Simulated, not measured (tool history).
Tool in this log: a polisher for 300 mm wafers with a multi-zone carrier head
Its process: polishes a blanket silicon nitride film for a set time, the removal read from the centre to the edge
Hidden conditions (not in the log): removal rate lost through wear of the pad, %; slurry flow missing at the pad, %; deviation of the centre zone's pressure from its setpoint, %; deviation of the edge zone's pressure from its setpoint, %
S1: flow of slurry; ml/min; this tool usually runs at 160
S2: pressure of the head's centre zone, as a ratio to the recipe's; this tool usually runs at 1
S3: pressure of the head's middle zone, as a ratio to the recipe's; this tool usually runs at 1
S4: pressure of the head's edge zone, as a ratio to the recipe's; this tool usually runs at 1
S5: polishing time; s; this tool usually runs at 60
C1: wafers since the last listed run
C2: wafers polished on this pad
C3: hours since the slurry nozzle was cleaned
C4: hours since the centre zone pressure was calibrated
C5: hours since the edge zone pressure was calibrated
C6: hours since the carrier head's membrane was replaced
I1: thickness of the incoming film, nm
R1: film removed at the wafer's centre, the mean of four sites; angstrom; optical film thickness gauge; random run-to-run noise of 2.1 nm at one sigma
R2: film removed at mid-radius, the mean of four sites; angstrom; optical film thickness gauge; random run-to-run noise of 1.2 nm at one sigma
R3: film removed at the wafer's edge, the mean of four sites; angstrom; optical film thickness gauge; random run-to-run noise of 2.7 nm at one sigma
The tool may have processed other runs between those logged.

| run | hour | S1 | S2 | S3 | S4 | S5 | C1 | C2 | C3 | C4 | C5 | C6 | I1 | R1 | R2 | R3 |
|---|---|---|---|---|---|---|---|---|---|---|---|---|---|---|---|---|
| 1 | 0 | 160 | 0.96 | 1 | 1 | 60 | 0 | 588 | 467 | 636.6 | 580.9 | 1581.9 | 844.4 | 1711 | 1840 | 1807 |
| 2 | 67.5 | 160 | 1 | 1 | 1 | 46 | 633 | 1221 | 534.5 | 704.1 | 648.4 | 1649.4 | 846.9 | 1293 | 1360 | 1375 |
| 3 | 99.8 | 160 | 1 | 1 | 1 | 60 | 303 | 1525 | 566.8 | 736.4 | 680.7 | 1681.7 | 846.5 | 1648 | 1717 | 1759 |
|  | 167.3 | worn pad replaced by a new one |
| 4 | 167.8 | 160 | 1 | 1 | 1 | 60 | 600 | 4 | 634.8 | 804.4 | 748.7 | 1749.7 | 864.9 | 1760 | 1838 | 1865 |
| 5 | 221.2 | 160 | 1 | 1 | 1 | 60 | 501 | 506 | 688.2 | 857.8 | 802.1 | 1803.1 | 840.7 | 1769 | 1825 | 1809 |
| 6 | 248.5 | 160 | 1 | 1 | 1 | 60 | 256 | 762 | 715.5 | 885.1 | 829.4 | 1830.4 | 853.2 | 1753 | 1809 | 1836 |
| 7 | 293.2 | 160 | 1 | 1 | 1 | 55 | 419 | 1182 | 760.2 | 929.8 | 874.1 | 1875.1 | 853.8 | 1545 | 1618 | 1661 |
| 8 | 324.5 | 160 | 1 | 1 | 1 | 60 | 293 | 1476 | 791.5 | 961.1 | 905.4 | 1906.4 | 851.9 | 1660 | 1706 | 1750 |
| 9 | 351.1 | 160 | 1 | 1 | 1 | 60 | 249 | 1725 | 818.1 | 987.7 | 932 | 1933 | 842.4 | 1587 | 1663 | 1660 |
|  | 374.8 | worn pad replaced by a new one |
|  | 379.5 | slurry nozzle cleaned |
|  | 422.4 | carrier head's membrane replaced by a new one |
|  | 458.4 | centre zone pressure recalibrated |
|  | 473.2 | edge zone pressure recalibrated |
| 10 | 524.2 | 160 | 1 | 1 | 1 | 60 | 1493 | 1308 | 144.7 | 65.8 | 51 | 101.8 | 852.2 | 1804 | 1712 | 1754 |
| 11 | 564.3 | 160 | 1 | 1 | 1 | 60 | 376 | 1684 | 184.8 | 105.9 | 91.1 | 141.9 | 851.8 | 1670 | 1630 | 1649 |
|  | 585.6 | worn pad replaced by a new one |
| 12 | 612.8 | 160 | 1 | 1 | 1.1 | 60 | 417 | 255 | 233.3 | 154.4 | 139.6 | 190.4 | 841.4 | 1867 | 1827 | 1942 |
| 13 | 674.8 | 160 | 1 | 1 | 1 | 60 | 582 | 837 | 295.3 | 216.4 | 201.6 | 252.4 | 861.5 | 1815 | 1793 | 1813 |
| 14 | 716.1 | 120 | 1 | 1 | 1 | 60 | 387 | 1224 | 336.6 | 257.7 | 242.9 | 293.7 | 849.3 | 1602 | 1627 | 1639 |
|  | 808.9 | worn pad replaced by a new one |
| 15 | 865.3 | 160 | 1 | 1 | 0.96 | 66 | 1363 | 529 | 485.8 | 406.9 | 392.1 | 442.9 | 847.1 | 2012 | 2022 | 2002 |
| 16 | 891 | 160 | 1.06 | 1 | 1 | 79 | 241 | 770 | 511.5 | 432.6 | 417.8 | 468.6 | 839.5 | 2498 | 2365 | 2454 |
| 17 | 918.3 | 160 | 1.12 | 1 | 1.07 | 48 | 256 | 1026 | 538.8 | 459.9 | 445.1 | 495.9 | 851.9 | 1571 | 1443 | 1499 |
| 18 | 985.3 | 160 | 1.11 | 0.9 | 0.9 | 81 | 628 | 1655 | 605.8 | 526.9 | 512.1 | 562.9 | 861.3 | 2480 | 2103 | 2223 |
| 19 | 1019.2 | 160 | 0.94 | 1 | 1.09 | 60 | 318 | 1973 | 639.7 | 560.8 | 546 | 596.8 | 835.7 | 1502 | 1618 | 1661 |

For each entry between runs, how does the tool's hidden state at the last listed run before it compare with that at the first listed run after it?
Between runs 3 and 4: worn pad replaced by a new one (hour 167.3)
  removal rate lost through wear of the pad, %: 7.74 -> 0.952; deviation of the centre zone's pressure from its setpoint, %: -6.58 -> -6.79
  measured minus no-state result, R1: -265 -> -147 angstrom; R2: -144 -> -17 angstrom; R3: -148 -> -18 angstrom
Between runs 9 and 10: worn pad replaced by a new one (hour 374.8); slurry nozzle cleaned (hour 379.5); carrier head's membrane replaced by a new one (hour 422.4); centre zone pressure recalibrated (hour 458.4); edge zone pressure recalibrated (hour 473.2)
  removal rate lost through wear of the pad, %: 10.7 -> 7.32; deviation of the centre zone's pressure from its setpoint, %: -7.23 -> -0.526
  measured minus no-state result, R1: -330 -> -152 angstrom; R2: -199 -> -135 angstrom; R3: -199 -> -139 angstrom
Between runs 11 and 12: worn pad replaced by a new one (hour 585.6)
  removal rate lost through wear of the pad, %: 11.2 -> 1.3; deviation of the centre zone's pressure from its setpoint, %: -1.17 -> -1.86
  measured minus no-state result, R1: -234 -> -61 angstrom; R2: -207 -> -24 angstrom; R3: -208 -> -25 angstrom
Between runs 14 and 15: worn pad replaced by a new one (hour 808.9)
  removal rate lost through wear of the pad, %: 6 -> 1.29; deviation of the centre zone's pressure from its setpoint, %: -3.11 -> -4.45
  measured minus no-state result, R1: -157 -> -122 angstrom; R2: -103 -> -26 angstrom; R3: -105 -> -26 angstrom

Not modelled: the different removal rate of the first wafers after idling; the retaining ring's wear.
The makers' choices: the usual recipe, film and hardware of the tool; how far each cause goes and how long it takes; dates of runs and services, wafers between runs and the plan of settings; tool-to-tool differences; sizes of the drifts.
